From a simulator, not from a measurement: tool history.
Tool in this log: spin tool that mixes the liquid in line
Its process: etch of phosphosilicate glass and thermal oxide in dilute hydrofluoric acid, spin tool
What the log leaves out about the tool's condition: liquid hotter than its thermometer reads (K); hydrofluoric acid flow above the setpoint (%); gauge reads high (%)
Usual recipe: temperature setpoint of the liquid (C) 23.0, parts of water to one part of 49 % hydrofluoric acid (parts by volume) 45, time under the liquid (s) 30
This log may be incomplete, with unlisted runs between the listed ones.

run,hour,temperature setpoint of the liquid (C),parts of water to one part of 49 % hydrofluoric acid (parts by volume),time under the liquid (s),wafers since the last listed run,hours since the thermometer was replaced,hours since the hydrofluoric acid flow meter was replaced,hours since the gauge calibration,"read-back film thickness of the phosphosilicate glass reference wafer, read on the same gauge (nm)","read-back film thickness of the thermal oxide reference wafer, read on the same gauge (nm)",thickness taken off the phosphosilicate glass on a monitor wafer (Å),thickness taken off the thermal oxide on a monitor wafer (Å)
1,0.0,26.0,45,30,0,11.6,75.3,229.0,150.02,30.020,468.2,41.08
2,15.9,26.0,45,30,246,27.5,91.2,244.9,149.98,30.039,469.9,40.43
3,23.2,23.0,45,30,113,34.8,98.5,252.2,150.06,30.003,412.4,36.32
4,40.1,23.0,45,25,262,51.7,115.4,269.1,149.99,30.011,344.9,29.64
5,55.4,23.0,45,30,237,67.0,130.7,284.4,149.99,29.976,414.4,35.33
6,72.1,24.5,50,35,259,83.7,147.4,301.1,150.02,29.990,467.0,39.04
7,84.5,23.0,45,30,192,96.1,159.8,313.5,150.04,29.999,414.5,35.28
8,95.1,26.5,60,45,164,106.7,170.4,324.1,150.01,29.966,533.4,44.64
9,108.9,26.0,25,45,214,120.5,184.2,337.9,150.04,30.033,1317.7,113.37
10,122.3,23.0,45,30,207,133.9,197.6,351.3,150.01,29.982,417.5,35.05
11,135.7,20.5,40,30,207,147.3,211.0,364.7,150.01,29.977,422.4,37.41
12,145.2,25.0,30,40,147,156.8,220.5,374.2,149.96,29.996,927.1,78.78
13,159.5,21.5,60,45,221,171.1,234.8,388.5,150.00,30.009,433.4,37.10
14,167.1,23.0,65,50,117,178.7,242.4,396.1,150.02,29.968,470.5,40.03
15,176.9,20.0,45,30,152,188.5,252.2,405.9,150.04,29.995,369.3,31.76
# hour 180.0: gauge calibrated
16,193.2,27.5,65,50,252,204.8,268.5,13.2,150.03,29.974,562.8,47.40
17,206.0,23.0,45,30,198,217.6,281.3,26.0,149.96,30.016,418.0,35.60
18,222.3,19.5,45,50,252,233.9,297.6,42.3,150.03,30.069,601.0,51.56
19,231.3,20.5,40,20,139,242.9,306.6,51.3,149.99,29.970,284.8,24.65
20,248.5,27.5,25,45,266,260.1,323.8,68.5,149.99,30.008,1409.0,123.43
21,255.3,18.5,65,40,105,266.9,330.6,75.3,149.96,29.990,313.5,27.01
22,271.0,26.0,45,45,243,282.6,346.3,91.0,150.00,29.969,717.8,60.10
23,314.9,23.0,30,35,681,326.5,390.2,134.9,150.01,30.021,751.4,64.10
24,327.4,27.5,30,25,193,339.0,402.7,147.4,149.99,29.975,650.3,56.05
25,341.5,23.0,45,30,218,353.1,416.8,161.5,150.00,29.978,419.7,36.19
26,354.7,18.5,55,30,204,366.3,430.0,174.7,150.04,29.975,279.8,24.62

Table of differences, measured result less the result of that run with no hidden state. Run-to-run variation is the same in both. Gauge scatter possibly is not:
run,thickness taken off the phosphosilicate glass on a monitor wafer (Å),thickness taken off the thermal oxide on a monitor wafer (Å)
1,+2.5,+0.22
2,+2.9,+0.25
3,+2.7,+0.24
4,+2.6,+0.22
5,+3.4,+0.29
6,+4.2,+0.35
7,+4.2,+0.35
8,+5.3,+0.45
9,+14.7,+1.26
10,+5.0,+0.42
11,+5.3,+0.47
12,+12.2,+1.04
13,+5.9,+0.51
14,+6.5,+0.55
15,+5.6,+0.48
16,+8.3,+0.71
17,+6.7,+0.57
18,+10.4,+0.89
19,+5.2,+0.45
20,+25.7,+2.26
21,+6.1,+0.53
22,+13.9,+1.16
23,+16.6,+1.41
24,+14.4,+1.24
25,+9.8,+0.85
26,+6.9,+0.60

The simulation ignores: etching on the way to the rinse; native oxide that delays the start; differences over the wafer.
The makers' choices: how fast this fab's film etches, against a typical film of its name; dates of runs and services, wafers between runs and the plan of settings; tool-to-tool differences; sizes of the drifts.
